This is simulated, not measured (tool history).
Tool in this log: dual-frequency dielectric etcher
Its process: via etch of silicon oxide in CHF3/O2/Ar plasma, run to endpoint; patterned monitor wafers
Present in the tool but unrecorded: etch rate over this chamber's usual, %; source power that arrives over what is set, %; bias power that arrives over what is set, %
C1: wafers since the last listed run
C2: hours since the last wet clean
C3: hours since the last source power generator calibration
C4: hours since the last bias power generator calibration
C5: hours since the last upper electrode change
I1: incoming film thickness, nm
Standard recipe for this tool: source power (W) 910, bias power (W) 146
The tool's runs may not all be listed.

Run 1, day 0: usual settings; C1 0; C2 437.5; C3 3019.2; C4 2554.5; C5 2015.2; I1 775.3. Result: endpoint time (s) 390.8.
Run 2, day 1.704: usual settings; C1 255; C2 478.4; C3 3060.1; C4 2595.4; C5 2056.1; I1 765.7. Result: endpoint time (s) 385.5.
Run 3, day 4.804: usual settings; C1 464; C2 552.8; C3 3134.5; C4 2669.8; C5 2130.5; I1 768.2. Result: endpoint time (s) 387.9.
Run 4, day 6.608: usual settings but bias power (W) 139; C1 270; C2 596.1; C3 3177.8; C4 2713.1; C5 2173.8; I1 775.7. Result: endpoint time (s) 402.3.
At day 10.975: wet clean of the chamber.
Run 5, day 10.996: usual settings but bias power (W) 139; C1 507; C2 0.5; C3 3283.1; C4 2818.4; C5 2279.1; I1 778.3. Result: endpoint time (s) 396.8.
Run 6, day 13.196: usual settings; C1 329; C2 53.3; C3 3335.9; C4 2871.2; C5 2331.9; I1 777.2. Result: endpoint time (s) 386.4.
Run 7, day 18.1: usual settings; C1 734; C2 171; C3 3453.6; C4 2988.9; C5 2449.6; I1 778.5. Result: endpoint time (s) 388.8.
At day 21.092: upper electrode replaced.
Run 8, day 21.504: usual settings but source power (W) 730, bias power (W) 130; C1 360; C2 252.7; C3 3535.3; C4 3070.6; C5 9.9; I1 776. Result: endpoint time (s) 444.6.
Run 9, day 23.504: usual settings; C1 299; C2 300.7; C3 3583.3; C4 3118.6; C5 57.9; I1 771.2. Result: endpoint time (s) 386.5.
Run 10, day 27.908: usual settings but source power (W) 1070, bias power (W) 168; C1 659; C2 406.4; C3 3689; C4 3224.3; C5 163.6; I1 773.6. Result: endpoint time (s) 342.7.
At day 28.592: bias power generator calibrated.
Run 11, day 30.533: usual settings but bias power (W) 172; C1 368; C2 469.4; C3 3752; C4 46.6; C5 226.6; I1 777.9. Result: endpoint time (s) 361.8.
At day 31.025: source power generator calibrated.
At day 35.054: wet clean of the chamber.
Run 12, day 40.408: usual settings but source power (W) 730, bias power (W) 126; C1 1304; C2 128.5; C3 225.2; C4 283.6; C5 463.6; I1 781.7. Result: endpoint time (s) 458.5.
Run 13, day 42.125: usual settings but source power (W) 1130, bias power (W) 166; C1 257; C2 169.7; C3 266.4; C4 324.8; C5 504.8; I1 774.1. Result: endpoint time (s) 334.7.
Run 14, day 46.45: usual settings; C1 647; C2 273.5; C3 370.2; C4 428.6; C5 608.6; I1 769.9. Result: endpoint time (s) 388.3.

Forecast each of these 4 alternatives for the next run:
Run A, day 46.471: usual settings; C1 3; C2 274; C3 370.7; C4 429.1; C5 609.1; I1 773.9. Result: endpoint time (s) ?.
Run B, day 46.471: usual settings but source power (W) 1010, bias power (W) 115; C1 3; C2 274; C3 370.7; C4 429.1; C5 609.1; I1 773.9. Result: endpoint time (s) ?.
Run C, day 46.471: usual settings but source power (W) 750, bias power (W) 110; C1 3; C2 274; C3 370.7; C4 429.1; C5 609.1; I1 773.9. Result: endpoint time (s) ?.
Run D, day 46.471: usual settings but source power (W) 800, bias power (W) 161; C1 3; C2 274; C3 370.7; C4 429.1; C5 609.1; I1 773.9. Result: endpoint time (s) ?.

run  endpoint time (s)
  A              388.9
  B              422.9
  C              483.2
  D              387.7
Stripped of hidden state, with their random variation kept, the same runs would have yielded:
run  endpoint time (s)
  A              385.6
  B              419.4
  C              479.2
  D              384.5
